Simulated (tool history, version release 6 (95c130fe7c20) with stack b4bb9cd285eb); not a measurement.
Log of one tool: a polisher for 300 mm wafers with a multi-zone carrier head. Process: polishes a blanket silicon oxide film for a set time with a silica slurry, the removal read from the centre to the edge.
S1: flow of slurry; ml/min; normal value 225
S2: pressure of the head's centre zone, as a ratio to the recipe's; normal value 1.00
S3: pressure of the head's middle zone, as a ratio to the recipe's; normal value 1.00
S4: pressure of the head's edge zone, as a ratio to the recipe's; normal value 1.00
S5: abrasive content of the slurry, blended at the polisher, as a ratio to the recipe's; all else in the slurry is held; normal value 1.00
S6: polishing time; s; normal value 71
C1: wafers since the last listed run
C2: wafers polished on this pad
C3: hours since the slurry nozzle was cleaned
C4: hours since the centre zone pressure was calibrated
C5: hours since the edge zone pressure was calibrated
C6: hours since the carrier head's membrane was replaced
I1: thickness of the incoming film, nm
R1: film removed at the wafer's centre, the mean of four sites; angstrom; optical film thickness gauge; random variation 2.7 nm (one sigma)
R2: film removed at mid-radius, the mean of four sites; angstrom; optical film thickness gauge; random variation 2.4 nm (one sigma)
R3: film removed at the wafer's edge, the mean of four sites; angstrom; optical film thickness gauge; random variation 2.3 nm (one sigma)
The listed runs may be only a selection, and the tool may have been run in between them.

| run | day | S1 | S2 | S3 | S4 | S5 | S6 | C1 | C2 | C3 | C4 | C5 | C6 | I1 | R1 | R2 | R3 |
|---|---|---|---|---|---|---|---|---|---|---|---|---|---|---|---|---|---|
| 1 | 0.000 | 205 | 1.00 | 0.93 | 1.05 | 1.00 | 71 | 0 | 568 | 683.7 | 389.3 | 707.1 | 628.1 | 1061.3 | 2326 | 2084 | 2244 |
|  | 1.808 | slurry nozzle cleaned |
|  | 2.812 | carrier head's membrane replaced by a new one |
| 2 | 3.383 | 165 | 1.00 | 1.00 | 1.00 | 1.00 | 71 | 619 | 1188 | 37.8 | 470.5 | 788.3 | 13.7 | 1063.0 | 2286 | 2155 | 2171 |
| 3 | 6.150 | 185 | 1.00 | 0.96 | 1.00 | 1.00 | 71 | 547 | 1735 | 104.2 | 536.9 | 854.7 | 80.1 | 1060.3 | 2225 | 2040 | 2110 |
|  | 6.646 | centre zone pressure recalibrated |
| 4 | 9.058 | 225 | 1.00 | 1.00 | 1.00 | 1.00 | 51 | 558 | 2294 | 174.0 | 57.9 | 924.5 | 149.9 | 1073.7 | 1529 | 1541 | 1527 |
| 5 | 13.375 | 175 | 1.00 | 1.05 | 1.00 | 1.00 | 71 | 853 | 3147 | 277.6 | 161.5 | 1028.1 | 253.5 | 1080.6 | 2051 | 2164 | 2054 |
| 6 | 17.838 | 270 | 1.00 | 1.00 | 1.00 | 1.00 | 63 | 882 | 4030 | 384.7 | 268.6 | 1135.2 | 360.6 | 1066.2 | 1877 | 1883 | 1850 |
| 7 | 21.875 | 225 | 0.94 | 1.00 | 1.00 | 0.70 | 48 | 798 | 4828 | 481.6 | 365.5 | 1232.1 | 457.5 | 1052.8 | 933 | 934 | 958 |
|  | 22.112 | worn pad replaced by a new one |
| 8 | 23.454 | 225 | 1.00 | 1.00 | 0.92 | 1.15 | 71 | 279 | 265 | 519.5 | 403.4 | 1270.0 | 495.4 | 1055.6 | 2552 | 2521 | 2361 |
|  | 25.033 | edge zone pressure recalibrated |
|  | 25.650 | carrier head's membrane replaced by a new one |
| 9 | 26.538 | 225 | 1.00 | 1.00 | 1.00 | 1.00 | 51 | 552 | 817 | 593.5 | 477.4 | 36.1 | 21.3 | 1071.5 | 1679 | 1619 | 1576 |
| 10 | 29.396 | 225 | 1.00 | 1.00 | 1.00 | 1.00 | 71 | 565 | 1382 | 662.1 | 546.0 | 104.7 | 89.9 | 1072.0 | 2332 | 2239 | 2194 |
|  | 29.904 | slurry nozzle cleaned |
|  | 31.242 | centre zone pressure recalibrated |
| 11 | 33.238 | 225 | 1.05 | 1.00 | 1.00 | 0.75 | 59 | 734 | 2117 | 80.0 | 47.9 | 196.9 | 182.1 | 1067.9 | 1392 | 1380 | 1369 |
| 12 | 35.788 | 225 | 1.00 | 0.90 | 1.04 | 1.00 | 86 | 504 | 2621 | 141.2 | 109.1 | 258.1 | 243.3 | 1086.5 | 2571 | 2402 | 2625 |
| 13 | 39.946 | 225 | 1.00 | 1.00 | 1.00 | 1.00 | 71 | 822 | 3444 | 241.0 | 208.9 | 357.9 | 343.1 | 1069.6 | 2120 | 2136 | 2039 |
| 14 | 42.458 | 225 | 1.00 | 1.08 | 1.00 | 1.00 | 71 | 496 | 3941 | 301.3 | 269.2 | 418.2 | 403.4 | 1071.7 | 2113 | 2265 | 2064 |
| 15 | 46.350 | 225 | 1.00 | 0.90 | 1.03 | 1.00 | 71 | 769 | 4710 | 394.7 | 362.6 | 511.6 | 496.8 | 1068.6 | 2136 | 1872 | 2021 |
|  | 48.525 | worn pad replaced by a new one |
| 16 | 50.471 | 175 | 1.00 | 1.05 | 1.06 | 1.15 | 71 | 781 | 384 | 493.6 | 461.5 | 610.5 | 595.7 | 1063.1 | 2545 | 2543 | 2448 |
|  | 50.888 | carrier head's membrane replaced by a new one |
| 17 | 54.329 | 225 | 1.06 | 1.05 | 1.00 | 0.75 | 82 | 721 | 1106 | 586.2 | 554.1 | 703.1 | 82.6 | 1058.9 | 2152 | 2035 | 1935 |
| 18 | 57.433 | 225 | 1.00 | 1.00 | 1.00 | 1.00 | 65 | 613 | 1720 | 660.7 | 628.6 | 777.6 | 157.1 | 1070.0 | 2163 | 1957 | 1982 |
|  | 57.592 | slurry nozzle cleaned |
|  | 58.692 | centre zone pressure recalibrated |
| 19 | 59.054 | 225 | 0.91 | 1.00 | 1.00 | 1.00 | 71 | 295 | 2016 | 35.1 | 8.7 | 816.5 | 196.0 | 1083.1 | 1929 | 2157 | 2168 |
| 20 | 63.429 | 300 | 0.92 | 1.00 | 1.00 | 0.75 | 57 | 865 | 2881 | 140.1 | 113.7 | 921.5 | 301.0 | 1061.5 | 1197 | 1344 | 1296 |

Predict each of these 5 candidate next runs independently; none follows another, all start after run 20:
| A | 63.446 | 225 | 1.00 | 1.00 | 0.91 | 1.00 | 71 | 3 | 2884 | 140.5 | 114.1 | 921.9 | 301.4 | 1058.1 | ? | ? | ? |
| B | 63.446 | 260 | 1.00 | 1.00 | 0.97 | 1.00 | 71 | 3 | 2884 | 140.5 | 114.1 | 921.9 | 301.4 | 1058.1 | ? | ? | ? |
| C | 63.446 | 225 | 1.00 | 1.00 | 1.00 | 1.00 | 82 | 3 | 2884 | 140.5 | 114.1 | 921.9 | 301.4 | 1058.1 | ? | ? | ? |
| D | 63.446 | 170 | 1.00 | 1.00 | 0.90 | 1.10 | 48 | 3 | 2884 | 140.5 | 114.1 | 921.9 | 301.4 | 1058.1 | ? | ? | ? |
| E | 63.446 | 305 | 1.00 | 1.00 | 0.96 | 1.00 | 71 | 3 | 2884 | 140.5 | 114.1 | 921.9 | 301.4 | 1058.1 | ? | ? | ? |

| run | R1 | R2 | R3 |
|---|---|---|---|
| A | 2089 | 2145 | 1991 |
| B | 2119 | 2172 | 2072 |
| C | 2413 | 2477 | 2405 |
| D | 1464 | 1508 | 1403 |
| E | 2150 | 2201 | 2082 |
Without the tool's unlogged condition, the same runs would have read:
| run | R1 | R2 | R3 |
|---|---|---|---|
| A | 2237 | 2323 | 2157 |
| B | 2268 | 2353 | 2244 |
| C | 2583 | 2682 | 2604 |
| D | 1568 | 1633 | 1519 |
| E | 2302 | 2384 | 2255 |
